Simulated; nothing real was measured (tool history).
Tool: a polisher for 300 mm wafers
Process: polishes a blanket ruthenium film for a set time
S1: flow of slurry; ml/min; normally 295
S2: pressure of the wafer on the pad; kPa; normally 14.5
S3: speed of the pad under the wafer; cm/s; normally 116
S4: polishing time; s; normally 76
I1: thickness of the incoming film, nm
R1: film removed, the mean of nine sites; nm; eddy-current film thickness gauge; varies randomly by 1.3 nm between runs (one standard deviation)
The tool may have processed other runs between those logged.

{"run": 1, "day": 0.0, "S1": 295, "S2": 14.5, "S3": 116, "S4": 76, "I1": 373.9, "R1": 99.3}
{"run": 2, "day": 0.292, "S1": 295, "S2": 14.5, "S3": 116, "S4": 76, "I1": 372.6, "R1": 97.2}
{"run": 3, "day": 0.975, "S1": 295, "S2": 14.5, "S3": 116, "S4": 76, "I1": 365.0, "R1": 98.1}
{"run": 4, "day": 1.417, "S1": 295, "S2": 14.5, "S3": 116, "S4": 76, "I1": 371.4, "R1": 95.2}
{"run": 5, "day": 1.883, "S1": 250, "S2": 14.5, "S3": 116, "S4": 90, "I1": 364.6, "R1": 109.8}
{"run": 6, "day": 2.6, "S1": 250, "S2": 14.5, "S3": 116, "S4": 90, "I1": 368.9, "R1": 109.1}
{"run": 7, "day": 3.088, "S1": 250, "S2": 14.5, "S3": 116, "S4": 90, "I1": 374.7, "R1": 106.4}
{"run": 8, "day": 3.783, "S1": 295, "S2": 14.5, "S3": 116, "S4": 76, "I1": 372.3, "R1": 91.8}
{"run": 9, "day": 4.192, "S1": 295, "S2": 14.5, "S3": 116, "S4": 76, "I1": 376.7, "R1": 89.7}
{"day": 4.708, "done": "worn pad replaced by a new one"}
{"run": 10, "day": 4.729, "S1": 295, "S2": 14.5, "S3": 116, "S4": 76, "I1": 368.1, "R1": 100.8}
{"run": 11, "day": 5.208, "S1": 295, "S2": 14.5, "S3": 116, "S4": 76, "I1": 365.5, "R1": 98.9}
{"run": 12, "day": 5.879, "S1": 295, "S2": 14.5, "S3": 116, "S4": 69, "I1": 366.5, "R1": 87.3}
{"day": 6.546, "done": "slurry nozzle cleaned"}
{"run": 13, "day": 6.567, "S1": 295, "S2": 14.5, "S3": 116, "S4": 69, "I1": 365.3, "R1": 90.5}
{"run": 14, "day": 7.292, "S1": 295, "S2": 14.5, "S3": 116, "S4": 76, "I1": 376.3, "R1": 101.8}
{"run": 15, "day": 7.738, "S1": 295, "S2": 17.2, "S3": 116, "S4": 60, "I1": 368.2, "R1": 93.3}
{"run": 16, "day": 9.258, "S1": 200, "S2": 17.9, "S3": 94, "S4": 76, "I1": 365.4, "R1": 97.8}
{"run": 17, "day": 9.967, "S1": 360, "S2": 14.5, "S3": 90, "S4": 61, "I1": 372.5, "R1": 65.6}
{"day": 10.292, "done": "worn pad replaced by a new one"}
{"day": 10.338, "done": "head pressure recalibrated"}
{"run": 18, "day": 10.496, "S1": 390, "S2": 14.5, "S3": 126, "S4": 76, "I1": 371.8, "R1": 111.9}
{"run": 19, "day": 10.888, "S1": 295, "S2": 14.5, "S3": 116, "S4": 76, "I1": 364.5, "R1": 103.0}
{"run": 20, "day": 11.562, "S1": 295, "S2": 14.5, "S3": 140, "S4": 76, "I1": 371.2, "R1": 117.5}
{"run": 21, "day": 12.042, "S1": 295, "S2": 14.5, "S3": 116, "S4": 76, "I1": 366.6, "R1": 99.9}
{"run": 22, "day": 12.3, "S1": 295, "S2": 14.5, "S3": 116, "S4": 76, "I1": 370.1, "R1": 98.5}
{"run": 23, "day": 12.654, "S1": 370, "S2": 14.5, "S3": 116, "S4": 76, "I1": 373.7, "R1": 102.7}
{"run": 24, "day": 14.1, "S1": 295, "S2": 19.3, "S3": 140, "S4": 76, "I1": 375.8, "R1": 150.6}
{"run": 25, "day": 14.629, "S1": 295, "S2": 9.7, "S3": 116, "S4": 76, "I1": 371.1, "R1": 64.5}
{"day": 15.412, "done": "worn pad replaced by a new one"}
{"run": 26, "day": 15.433, "S1": 240, "S2": 14.5, "S3": 98, "S4": 76, "I1": 371.3, "R1": 86.6}
{"run": 27, "day": 16.658, "S1": 295, "S2": 19.3, "S3": 82, "S4": 97, "I1": 372.0, "R1": 135.7}
{"run": 28, "day": 17.071, "S1": 295, "S2": 14.5, "S3": 116, "S4": 76, "I1": 371.8, "R1": 101.8}
{"run": 29, "day": 17.354, "S1": 295, "S2": 19.3, "S3": 116, "S4": 68, "I1": 365.3, "R1": 119.0}
{"run": 30, "day": 17.667, "S1": 235, "S2": 18.6, "S3": 156, "S4": 59, "I1": 376.1, "R1": 123.3}
{"run": 31, "day": 18.304, "S1": 295, "S2": 14.5, "S3": 116, "S4": 76, "I1": 370.5, "R1": 97.9}
{"run": 32, "day": 18.671, "S1": 295, "S2": 14.5, "S3": 116, "S4": 53, "I1": 369.6, "R1": 68.8}
{"run": 33, "day": 18.992, "S1": 295, "S2": 14.5, "S3": 78, "S4": 92, "I1": 369.3, "R1": 88.0}
{"run": 34, "day": 19.55, "S1": 250, "S2": 14.5, "S3": 144, "S4": 76, "I1": 367.8, "R1": 110.3}
{"run": 35, "day": 20.288, "S1": 295, "S2": 14.5, "S3": 116, "S4": 51, "I1": 376.7, "R1": 63.9}
{"day": 20.938, "done": "worn pad replaced by a new one"}
{"run": 36, "day": 20.958, "S1": 295, "S2": 16.5, "S3": 116, "S4": 83, "I1": 372.6, "R1": 124.7}
{"run": 37, "day": 21.154, "S1": 295, "S2": 14.5, "S3": 116, "S4": 76, "I1": 369.2, "R1": 101.3}

Hidden state or all else? Some run-to-run changes of R1, split into what the settings, what came in and random variation would give without the hidden state, and what is left for the hidden state (with any gauge scatter that isn't in both results):
The hidden state here: removal rate lost through wear of the pad, %; slurry flow missing at the pad, %; deviation of the head's pressure from its setpoint, %.
Run 9 -> 10: worn pad replaced by a new one. R1 +11.1 nm: hidden state +8.3, all else +2.8.
Run 23 -> 24: S1 370 -> 295, S2 14.5 -> 19.3, S3 116 -> 140. R1 +47.9 nm: hidden state -6.0, all else +53.9.
Run 24 -> 25: S2 19.3 -> 9.7, S3 140 -> 116. R1 -86.1 nm: hidden state +5.6, all else -91.7.
Run 26 -> 27: S1 240 -> 295, S2 14.5 -> 19.3, S3 98 -> 82, S4 76 -> 97. R1 +49.1 nm: hidden state -2.9, all else +52.0.
Run 35 -> 36: S2 14.5 -> 16.5, S4 51 -> 83, worn pad replaced by a new one. R1 +60.8 nm: hidden state +2.7, all else +58.1.

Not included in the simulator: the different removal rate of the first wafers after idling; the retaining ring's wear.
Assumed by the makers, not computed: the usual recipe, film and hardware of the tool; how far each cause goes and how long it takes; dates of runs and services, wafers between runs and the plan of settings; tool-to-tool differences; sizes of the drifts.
